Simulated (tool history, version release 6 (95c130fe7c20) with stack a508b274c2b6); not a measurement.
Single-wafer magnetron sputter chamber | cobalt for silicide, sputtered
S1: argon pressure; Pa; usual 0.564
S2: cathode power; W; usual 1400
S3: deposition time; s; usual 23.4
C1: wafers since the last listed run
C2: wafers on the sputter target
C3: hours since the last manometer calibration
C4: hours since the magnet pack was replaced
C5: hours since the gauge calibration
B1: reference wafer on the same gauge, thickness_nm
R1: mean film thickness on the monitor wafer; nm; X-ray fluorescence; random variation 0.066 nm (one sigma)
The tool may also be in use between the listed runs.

{"run": 1, "hour": 0.0, "S1": 0.564, "S2": 1400, "S3": 23.4, "C1": 0, "C2": 2744, "C3": 1175.9, "C4": 6416.4, "C5": 404.7, "B1": 16.496, "R1": 14.965}
{"run": 2, "hour": 38.7, "S1": 0.564, "S2": 1400, "S3": 23.4, "C1": 721, "C2": 3465, "C3": 1214.6, "C4": 6455.1, "C5": 443.4, "B1": 16.509, "R1": 15.113}
{"run": 3, "hour": 103.0, "S1": 0.564, "S2": 1400, "S3": 23.4, "C1": 1198, "C2": 4664, "C3": 1278.9, "C4": 6519.4, "C5": 507.7, "B1": 16.501, "R1": 15.082}
{"run": 4, "hour": 163.2, "S1": 0.564, "S2": 1400, "S3": 23.4, "C1": 1122, "C2": 5786, "C3": 1339.1, "C4": 6579.6, "C5": 567.9, "B1": 16.498, "R1": 15.171}
{"run": 5, "hour": 211.1, "S1": 0.564, "S2": 1400, "S3": 23.4, "C1": 892, "C2": 6679, "C3": 1387, "C4": 6627.5, "C5": 615.8, "B1": 16.515, "R1": 15.088}
{"hour": 233.4, "done": "sputter target and shields replaced"}
{"run": 6, "hour": 239.1, "S1": 0.564, "S2": 1400, "S3": 23.4, "C1": 372, "C2": 106, "C3": 1415, "C4": 6655.5, "C5": 643.8, "B1": 16.52, "R1": 14.978}
{"run": 7, "hour": 278.0, "S1": 0.564, "S2": 1400, "S3": 23.4, "C1": 725, "C2": 831, "C3": 1453.9, "C4": 6694.4, "C5": 682.7, "B1": 16.511, "R1": 15.096}
{"hour": 286.5, "done": "magnet pack replaced"}
{"run": 8, "hour": 329.8, "S1": 0.564, "S2": 1400, "S3": 23.4, "C1": 816, "C2": 1648, "C3": 1505.7, "C4": 43.3, "C5": 734.5, "B1": 16.508, "R1": 15.047}
{"run": 9, "hour": 360.4, "S1": 0.564, "S2": 1400, "S3": 23.4, "C1": 570, "C2": 2218, "C3": 1536.3, "C4": 73.9, "C5": 765.1, "B1": 16.512, "R1": 15.153}
{"run": 10, "hour": 406.3, "S1": 0.564, "S2": 1400, "S3": 23.4, "C1": 855, "C2": 3074, "C3": 1582.2, "C4": 119.8, "C5": 811, "B1": 16.489, "R1": 15.059}
{"run": 11, "hour": 437.9, "S1": 0.564, "S2": 1400, "S3": 23.4, "C1": 589, "C2": 3663, "C3": 1613.8, "C4": 151.4, "C5": 842.6, "B1": 16.507, "R1": 15.226}
{"run": 12, "hour": 499.9, "S1": 0.564, "S2": 1400, "S3": 23.4, "C1": 1155, "C2": 4819, "C3": 1675.8, "C4": 213.4, "C5": 904.6, "B1": 16.502, "R1": 14.992}
{"run": 13, "hour": 553.4, "S1": 0.778, "S2": 1050, "S3": 25.8, "C1": 997, "C2": 5816, "C3": 1729.3, "C4": 266.9, "C5": 958.1, "B1": 16.49, "R1": 11.616}
{"hour": 615.7, "done": "sputter target and shields replaced"}
{"run": 14, "hour": 616.2, "S1": 0.643, "S2": 1100, "S3": 23.4, "C1": 1021, "C2": 9, "C3": 1792.1, "C4": 329.7, "C5": 1020.9, "B1": 16.502, "R1": 11.479}
{"run": 15, "hour": 667.1, "S1": 0.635, "S2": 1600, "S3": 19.3, "C1": 948, "C2": 957, "C3": 1843, "C4": 380.6, "C5": 1071.8, "B1": 16.489, "R1": 13.859}
{"run": 16, "hour": 714.5, "S1": 0.564, "S2": 1400, "S3": 23.4, "C1": 883, "C2": 1841, "C3": 1890.4, "C4": 428, "C5": 1119.2, "B1": 16.5, "R1": 15.09}
{"hour": 767.3, "done": "capacitance manometer re-zeroed and calibrated"}
{"run": 17, "hour": 771.3, "S1": 0.733, "S2": 1700, "S3": 23.4, "C1": 909, "C2": 2751, "C3": 4, "C4": 484.8, "C5": 1176, "B1": 16.512, "R1": 17.133}
{"run": 18, "hour": 796.1, "S1": 0.564, "S2": 1400, "S3": 23.4, "C1": 462, "C2": 3213, "C3": 28.8, "C4": 509.6, "C5": 1200.8, "B1": 16.497, "R1": 15.063}
{"run": 19, "hour": 828.0, "S1": 0.564, "S2": 1400, "S3": 20, "C1": 594, "C2": 3808, "C3": 60.7, "C4": 541.5, "C5": 1232.7, "B1": 16.504, "R1": 12.863}
{"run": 20, "hour": 866.1, "S1": 0.564, "S2": 1200, "S3": 21.2, "C1": 710, "C2": 4518, "C3": 98.8, "C4": 579.6, "C5": 1270.8, "B1": 16.501, "R1": 11.779}
{"hour": 877.5, "done": "gauge calibrated"}
{"run": 21, "hour": 932.6, "S1": 0.763, "S2": 1400, "S3": 23.4, "C1": 1239, "C2": 5758, "C3": 165.3, "C4": 646.1, "C5": 55.1, "B1": 16.489, "R1": 14.052}
{"run": 22, "hour": 976.2, "S1": 0.429, "S2": 1100, "S3": 25.8, "C1": 812, "C2": 6571, "C3": 208.9, "C4": 689.7, "C5": 98.7, "B1": 16.498, "R1": 13.716}
{"run": 23, "hour": 1013.6, "S1": 0.446, "S2": 1600, "S3": 23.4, "C1": 697, "C2": 7268, "C3": 246.3, "C4": 727.1, "C5": 136.1, "B1": 16.508, "R1": 17.947}
{"run": 24, "hour": 1042.0, "S1": 0.564, "S2": 1400, "S3": 23.4, "C1": 529, "C2": 7797, "C3": 274.7, "C4": 755.5, "C5": 164.5, "B1": 16.5, "R1": 15}
{"hour": 1057.6, "done": "sputter target and shields replaced"}
{"run": 25, "hour": 1113.1, "S1": 0.388, "S2": 1550, "S3": 23.4, "C1": 1176, "C2": 1034, "C3": 345.8, "C4": 826.6, "C5": 235.6, "B1": 16.483, "R1": 17.81}
{"run": 26, "hour": 1155.2, "S1": 0.564, "S2": 1400, "S3": 23.4, "C1": 784, "C2": 1819, "C3": 387.9, "C4": 868.7, "C5": 277.7, "B1": 16.512, "R1": 15.104}
{"run": 27, "hour": 1204.4, "S1": 0.737, "S2": 1100, "S3": 25.8, "C1": 917, "C2": 2736, "C3": 437.1, "C4": 917.9, "C5": 326.9, "B1": 16.489, "R1": 12.249}
{"run": 28, "hour": 1231.5, "S1": 0.564, "S2": 1400, "S3": 23.4, "C1": 505, "C2": 3241, "C3": 464.2, "C4": 945, "C5": 354, "B1": 16.503, "R1": 15.085}
{"run": 29, "hour": 1262.6, "S1": 0.564, "S2": 1650, "S3": 23.4, "C1": 579, "C2": 3821, "C3": 495.3, "C4": 976.1, "C5": 385.1, "B1": 16.517, "R1": 17.736}
{"run": 30, "hour": 1289.2, "S1": 0.709, "S2": 1600, "S3": 18.8, "C1": 495, "C2": 4317, "C3": 521.9, "C4": 1002.7, "C5": 411.7, "B1": 16.489, "R1": 13.131}
{"run": 31, "hour": 1321.9, "S1": 0.564, "S2": 1400, "S3": 23.4, "C1": 609, "C2": 4926, "C3": 554.6, "C4": 1035.4, "C5": 444.4, "B1": 16.508, "R1": 15.085}
{"run": 32, "hour": 1349.8, "S1": 0.564, "S2": 1400, "S3": 23.4, "C1": 520, "C2": 5446, "C3": 582.5, "C4": 1063.3, "C5": 472.3, "B1": 16.504, "R1": 15.211}
{"hour": 1408.8, "done": "sputter target and shields replaced"}
{"run": 33, "hour": 1418.2, "S1": 0.405, "S2": 1400, "S3": 23.4, "C1": 1125, "C2": 175, "C3": 650.9, "C4": 1131.7, "C5": 540.7, "B1": 16.495, "R1": 15.992}
{"run": 34, "hour": 1489.7, "S1": 0.564, "S2": 1400, "S3": 23.4, "C1": 1332, "C2": 1508, "C3": 722.4, "C4": 1203.2, "C5": 612.2, "B1": 16.5, "R1": 15.063}

Hidden state at the last listed run before each entry between runs and at the first one after, where it differs:
Between runs 5 and 6: sputter target and shields replaced (hour 233.4)
  no hidden state differs between the two runs
Between runs 7 and 8: magnet pack replaced (hour 286.5)
  no hidden state differs between the two runs
Between runs 13 and 14: sputter target and shields replaced (hour 615.7)
  no hidden state differs between the two runs
Between runs 16 and 17: capacitance manometer re-zeroed and calibrated (hour 767.3)
  no hidden state differs between the two runs
Between runs 20 and 21: gauge calibrated (hour 877.5)
  no hidden state differs between the two runs
Between runs 24 and 25: sputter target and shields replaced (hour 1057.6)
  no hidden state differs between the two runs
Between runs 32 and 33: sputter target and shields replaced (hour 1408.8)
  no hidden state differs between the two runs
